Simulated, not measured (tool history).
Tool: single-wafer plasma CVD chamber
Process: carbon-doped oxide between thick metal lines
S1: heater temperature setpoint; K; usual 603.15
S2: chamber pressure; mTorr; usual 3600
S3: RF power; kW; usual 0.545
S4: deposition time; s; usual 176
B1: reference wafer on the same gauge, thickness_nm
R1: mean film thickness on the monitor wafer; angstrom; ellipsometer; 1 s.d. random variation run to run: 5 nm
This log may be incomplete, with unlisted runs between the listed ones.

run	hour	S1	S2	S3	S4	B1	R1
1	0	603.15	3600	0.545	176	818.587	9174.13
2	92.2	603.15	3600	0.545	176	817.032	9133.57
3	171.9	603.15	3600	0.545	176	816.462	9080.41
4	236.2	603.15	3600	0.545	176	814.886	9122.23
5	330.2	603.15	3600	0.545	176	813.103	9063.05
6	434.4	603.15	3600	0.545	176	812.471	8997.56
7	498.7	603.15	3600	0.545	176	810.132	9066.35
# hour 559.7: gauge calibrated
8	599	611.15	3600	0.545	196	845.554	10293.13
9	702.5	594.15	3600	0.445	176	844.349	8676.97
# hour 742: RF generator calibrated
# hour 777: showerhead replaced
10	781.2	603.15	3600	0.545	176	844.519	9555.67
11	825.7	603.15	3600	0.545	176	845.898	9352.75
# hour 954.1: thermocouple changed; heater temperature recalibrated
12	1078	590.15	2890	0.545	176	844.728	9479.06
13	1161.1	603.15	3600	0.545	176	844.32	9436.45
14	1247.7	597.15	3280	0.545	176	844.009	9494.04
15	1325.1	616.15	2840	0.545	203	843.441	10319.8
# hour 1393.6: capacitance manometer re-zeroed and calibrated
16	1402.1	603.15	3600	0.63	176	844.327	10149.14
17	1490.9	611.15	3600	0.545	197	843.855	10379.16
18	1564.9	603.15	3600	0.545	176	843.498	9392.74

The next listed run, before its measurement:
19	1637.7	603.15	2980	0.455	142	?	?

B1: 843.347
R1: 6673 angstrom
If the tool had no hidden condition, the same run with the same run-to-run variation would have returned R1 6695.03 angstrom.
